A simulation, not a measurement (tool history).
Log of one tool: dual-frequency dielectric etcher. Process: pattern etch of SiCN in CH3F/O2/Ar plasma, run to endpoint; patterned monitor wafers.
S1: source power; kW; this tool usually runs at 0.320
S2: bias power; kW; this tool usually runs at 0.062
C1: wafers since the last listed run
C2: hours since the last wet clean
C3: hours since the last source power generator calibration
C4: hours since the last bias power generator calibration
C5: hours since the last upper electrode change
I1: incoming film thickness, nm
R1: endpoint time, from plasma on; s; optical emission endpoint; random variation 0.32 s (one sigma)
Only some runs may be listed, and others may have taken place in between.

{"run": 1, "hour": 0.0, "S1": 0.37, "S2": 0.062, "C1": 0, "C2": 117.0, "C3": 2359.4, "C4": 5115.1, "C5": 4123.6, "I1": 13.05, "R1": 35.8}
{"run": 2, "hour": 38.0, "S1": 0.37, "S2": 0.062, "C1": 470, "C2": 155.0, "C3": 2397.4, "C4": 5153.1, "C5": 4161.6, "I1": 12.98, "R1": 35.5}
{"run": 3, "hour": 111.4, "S1": 0.37, "S2": 0.062, "C1": 908, "C2": 228.4, "C3": 2470.8, "C4": 5226.5, "C5": 4235.0, "I1": 13.06, "R1": 36.6}
{"run": 4, "hour": 196.2, "S1": 0.32, "S2": 0.062, "C1": 1049, "C2": 313.2, "C3": 2555.6, "C4": 5311.3, "C5": 4319.8, "I1": 12.98, "R1": 37.4}
{"hour": 284.9, "done": "wet clean of the chamber"}
{"run": 5, "hour": 285.4, "S1": 0.32, "S2": 0.062, "C1": 806, "C2": 0.5, "C3": 2644.8, "C4": 5400.5, "C5": 4409.0, "I1": 13.01, "R1": 37.6}
{"hour": 360.8, "done": "bias power generator calibrated"}
{"run": 6, "hour": 368.8, "S1": 0.38, "S2": 0.068, "C1": 982, "C2": 83.9, "C3": 2728.2, "C4": 8.0, "C5": 4492.4, "I1": 12.96, "R1": 34.1}
{"run": 7, "hour": 408.7, "S1": 0.38, "S2": 0.068, "C1": 493, "C2": 123.8, "C3": 2768.1, "C4": 47.9, "C5": 4532.3, "I1": 12.96, "R1": 34.4}
{"run": 8, "hour": 489.1, "S1": 0.25, "S2": 0.072, "C1": 994, "C2": 204.2, "C3": 2848.5, "C4": 128.3, "C5": 4612.7, "I1": 13.04, "R1": 40.5}
{"hour": 557.4, "done": "source power generator calibrated"}
{"run": 9, "hour": 587.9, "S1": 0.39, "S2": 0.068, "C1": 1172, "C2": 303.0, "C3": 30.5, "C4": 227.1, "C5": 4711.5, "I1": 13.07, "R1": 34.2}
{"run": 10, "hour": 673.1, "S1": 0.34, "S2": 0.07, "C1": 1054, "C2": 388.2, "C3": 115.7, "C4": 312.3, "C5": 4796.7, "I1": 12.94, "R1": 35.3}

Run 11 comes next. What will it give?
{"hour": 751.5, "done": "wet clean of the chamber"}
{"run": 11, "hour": 764.1, "S1": 0.32, "S2": 0.062, "C1": 828, "C2": 12.6, "C3": 206.7, "C4": 403.3, "C5": 4887.7, "I1": 13.1, "R1": "?"}

R1: 37.8 s
On a tool with no hidden condition, and with the same random variation, this run would have come out at R1 37.8 s.
